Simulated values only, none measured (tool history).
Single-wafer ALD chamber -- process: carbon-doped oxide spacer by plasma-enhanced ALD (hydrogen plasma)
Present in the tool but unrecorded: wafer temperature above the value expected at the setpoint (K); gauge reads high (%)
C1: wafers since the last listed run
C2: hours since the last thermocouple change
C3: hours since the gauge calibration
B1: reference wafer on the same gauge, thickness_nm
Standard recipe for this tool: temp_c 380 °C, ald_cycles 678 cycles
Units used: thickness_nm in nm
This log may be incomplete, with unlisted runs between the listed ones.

{"run": 1, "hour": 0.0, "temp_c": 374, "ald_cycles": 570, "C1": 0, "C2": 832.7, "C3": 124, "B1": 37.19, "thickness_nm": 31.135}
{"run": 2, "hour": 26.6, "temp_c": 380, "ald_cycles": 678, "C1": 11, "C2": 859.3, "C3": 150.6, "B1": 37.183, "thickness_nm": 36.809}
{"run": 3, "hour": 53.3, "temp_c": 380, "ald_cycles": 678, "C1": 11, "C2": 886, "C3": 177.3, "B1": 37.174, "thickness_nm": 37.052}
{"run": 4, "hour": 78.9, "temp_c": 380, "ald_cycles": 678, "C1": 11, "C2": 911.6, "C3": 202.9, "B1": 37.194, "thickness_nm": 37.054}
{"run": 5, "hour": 104.7, "temp_c": 380, "ald_cycles": 606, "C1": 11, "C2": 937.4, "C3": 228.7, "B1": 37.164, "thickness_nm": 33.083}
{"run": 6, "hour": 132.8, "temp_c": 380, "ald_cycles": 606, "C1": 12, "C2": 965.5, "C3": 256.8, "B1": 37.12, "thickness_nm": 33.12}
{"run": 7, "hour": 149.7, "temp_c": 380, "ald_cycles": 678, "C1": 7, "C2": 982.4, "C3": 273.7, "B1": 37.103, "thickness_nm": 36.901}
{"run": 8, "hour": 181.8, "temp_c": 380, "ald_cycles": 678, "C1": 13, "C2": 1014.5, "C3": 305.8, "B1": 37.129, "thickness_nm": 37.063}
{"run": 9, "hour": 202.4, "temp_c": 380, "ald_cycles": 678, "C1": 8, "C2": 1035.1, "C3": 326.4, "B1": 37.129, "thickness_nm": 36.853}
{"run": 10, "hour": 235.0, "temp_c": 380, "ald_cycles": 678, "C1": 14, "C2": 1067.7, "C3": 359, "B1": 37.098, "thickness_nm": 36.914}
{"run": 11, "hour": 261.2, "temp_c": 380, "ald_cycles": 678, "C1": 11, "C2": 1093.9, "C3": 385.2, "B1": 37.037, "thickness_nm": 36.942}
{"run": 12, "hour": 297.0, "temp_c": 380, "ald_cycles": 678, "C1": 15, "C2": 1129.7, "C3": 421, "B1": 37.038, "thickness_nm": 36.907}
{"run": 13, "hour": 329.5, "temp_c": 380, "ald_cycles": 678, "C1": 13, "C2": 1162.2, "C3": 453.5, "B1": 37.043, "thickness_nm": 36.682}
{"run": 14, "hour": 349.9, "temp_c": 380, "ald_cycles": 678, "C1": 8, "C2": 1182.6, "C3": 473.9, "B1": 37.004, "thickness_nm": 36.891}
{"run": 15, "hour": 373.0, "temp_c": 380, "ald_cycles": 678, "C1": 9, "C2": 1205.7, "C3": 497, "B1": 37.005, "thickness_nm": 36.913}
{"run": 16, "hour": 399.6, "temp_c": 380, "ald_cycles": 678, "C1": 11, "C2": 1232.3, "C3": 523.6, "B1": 37.011, "thickness_nm": 36.779}
{"run": 17, "hour": 431.5, "temp_c": 380, "ald_cycles": 678, "C1": 13, "C2": 1264.2, "C3": 555.5, "B1": 36.938, "thickness_nm": 36.828}
{"run": 18, "hour": 443.9, "temp_c": 380, "ald_cycles": 678, "C1": 5, "C2": 1276.6, "C3": 567.9, "B1": 36.92, "thickness_nm": 36.765}
{"run": 19, "hour": 468.8, "temp_c": 380, "ald_cycles": 678, "C1": 10, "C2": 1301.5, "C3": 592.8, "B1": 37, "thickness_nm": 36.816}
{"run": 20, "hour": 494.1, "temp_c": 380, "ald_cycles": 678, "C1": 10, "C2": 1326.8, "C3": 618.1, "B1": 36.909, "thickness_nm": 36.802}
{"run": 21, "hour": 524.2, "temp_c": 389, "ald_cycles": 678, "C1": 12, "C2": 1356.9, "C3": 648.2, "B1": 36.967, "thickness_nm": 36.726}
{"hour": 541.7, "done": "gauge calibrated"}
{"run": 22, "hour": 556.4, "temp_c": 380, "ald_cycles": 678, "C1": 13, "C2": 1389.1, "C3": 14.7, "B1": 37.302, "thickness_nm": 37.194}
{"run": 23, "hour": 576.9, "temp_c": 394, "ald_cycles": 588, "C1": 8, "C2": 1409.6, "C3": 35.2, "B1": 37.291, "thickness_nm": 32.337}
{"run": 24, "hour": 612.5, "temp_c": 380, "ald_cycles": 678, "C1": 15, "C2": 1445.2, "C3": 70.8, "B1": 37.309, "thickness_nm": 37.176}
{"run": 25, "hour": 642.6, "temp_c": 374, "ald_cycles": 627, "C1": 12, "C2": 1475.3, "C3": 100.9, "B1": 37.243, "thickness_nm": 34.355}
{"run": 26, "hour": 661.9, "temp_c": 385, "ald_cycles": 611, "C1": 8, "C2": 1494.6, "C3": 120.2, "B1": 37.305, "thickness_nm": 33.627}
{"run": 27, "hour": 676.4, "temp_c": 372, "ald_cycles": 783, "C1": 6, "C2": 1509.1, "C3": 134.7, "B1": 37.261, "thickness_nm": 42.817}
{"run": 28, "hour": 695.8, "temp_c": 380, "ald_cycles": 678, "C1": 8, "C2": 1528.5, "C3": 154.1, "B1": 37.227, "thickness_nm": 36.938}
{"hour": 720.0, "done": "thermocouple changed; heater temperature recalibrated"}
{"run": 29, "hour": 730.7, "temp_c": 374, "ald_cycles": 570, "C1": 11, "C2": 10.7, "C3": 189, "B1": 37.237, "thickness_nm": 31.245}
{"run": 30, "hour": 759.3, "temp_c": 374, "ald_cycles": 627, "C1": 12, "C2": 39.3, "C3": 217.6, "B1": 37.174, "thickness_nm": 34.181}
{"run": 31, "hour": 775.6, "temp_c": 380, "ald_cycles": 607, "C1": 7, "C2": 55.6, "C3": 233.9, "B1": 37.197, "thickness_nm": 32.993}
{"run": 32, "hour": 798.3, "temp_c": 370, "ald_cycles": 751, "C1": 9, "C2": 78.3, "C3": 256.6, "B1": 37.197, "thickness_nm": 41.218}
{"run": 33, "hour": 819.1, "temp_c": 392, "ald_cycles": 791, "C1": 8, "C2": 99.1, "C3": 277.4, "B1": 37.187, "thickness_nm": 43.145}
{"run": 34, "hour": 852.1, "temp_c": 368, "ald_cycles": 600, "C1": 14, "C2": 132.1, "C3": 310.4, "B1": 37.217, "thickness_nm": 32.737}
{"run": 35, "hour": 866.1, "temp_c": 388, "ald_cycles": 678, "C1": 6, "C2": 146.1, "C3": 324.4, "B1": 37.115, "thickness_nm": 36.877}
{"run": 36, "hour": 913.2, "temp_c": 372, "ald_cycles": 601, "C1": 20, "C2": 193.2, "C3": 371.5, "B1": 37.119, "thickness_nm": 32.678}
{"run": 37, "hour": 941.9, "temp_c": 380, "ald_cycles": 678, "C1": 12, "C2": 221.9, "C3": 400.2, "B1": 37.126, "thickness_nm": 36.866}
{"run": 38, "hour": 974.2, "temp_c": 385, "ald_cycles": 728, "C1": 13, "C2": 254.2, "C3": 432.5, "B1": 37.094, "thickness_nm": 39.682}
{"run": 39, "hour": 1002.4, "temp_c": 385, "ald_cycles": 601, "C1": 12, "C2": 282.4, "C3": 460.7, "B1": 37.061, "thickness_nm": 32.833}
{"run": 40, "hour": 1026.4, "temp_c": 380, "ald_cycles": 762, "C1": 10, "C2": 306.4, "C3": 484.7, "B1": 37.061, "thickness_nm": 41.596}
{"run": 41, "hour": 1039.2, "temp_c": 380, "ald_cycles": 557, "C1": 5, "C2": 319.2, "C3": 497.5, "B1": 37.037, "thickness_nm": 30.431}
{"run": 42, "hour": 1073.5, "temp_c": 372, "ald_cycles": 601, "C1": 14, "C2": 353.5, "C3": 531.8, "B1": 37.032, "thickness_nm": 32.794}
{"run": 43, "hour": 1099.1, "temp_c": 372, "ald_cycles": 605, "C1": 11, "C2": 379.1, "C3": 557.4, "B1": 37.069, "thickness_nm": 32.886}

Here are 5 independent what-if runs from the current tool condition. What would each one return?
{"run": "A", "hour": 1100.5, "temp_c": 380, "ald_cycles": 730, "C1": 0, "C2": 380.5, "C3": 558.8, "B1": "?", "thickness_nm": "?"}
{"run": "B", "hour": 1100.5, "temp_c": 375, "ald_cycles": 678, "C1": 0, "C2": 380.5, "C3": 558.8, "B1": "?", "thickness_nm": "?"}
{"run": "C", "hour": 1100.5, "temp_c": 369, "ald_cycles": 678, "C1": 0, "C2": 380.5, "C3": 558.8, "B1": "?", "thickness_nm": "?"}
{"run": "D", "hour": 1100.5, "temp_c": 391, "ald_cycles": 600, "C1": 0, "C2": 380.5, "C3": 558.8, "B1": "?", "thickness_nm": "?"}
{"run": "E", "hour": 1100.5, "temp_c": 373, "ald_cycles": 762, "C1": 0, "C2": 380.5, "C3": 558.8, "B1": "?", "thickness_nm": "?"}

run=A B1=36.986 thickness_nm=39.525
run=B B1=36.986 thickness_nm=36.709
run=C B1=36.986 thickness_nm=36.709
run=D B1=36.986 thickness_nm=32.486
run=E B1=36.986 thickness_nm=41.257
Stripped of hidden state, with their random variation kept, the same runs would have yielded:
run=A thickness_nm=39.798
run=B thickness_nm=36.963
run=C thickness_nm=36.963
run=D thickness_nm=32.711
run=E thickness_nm=41.542
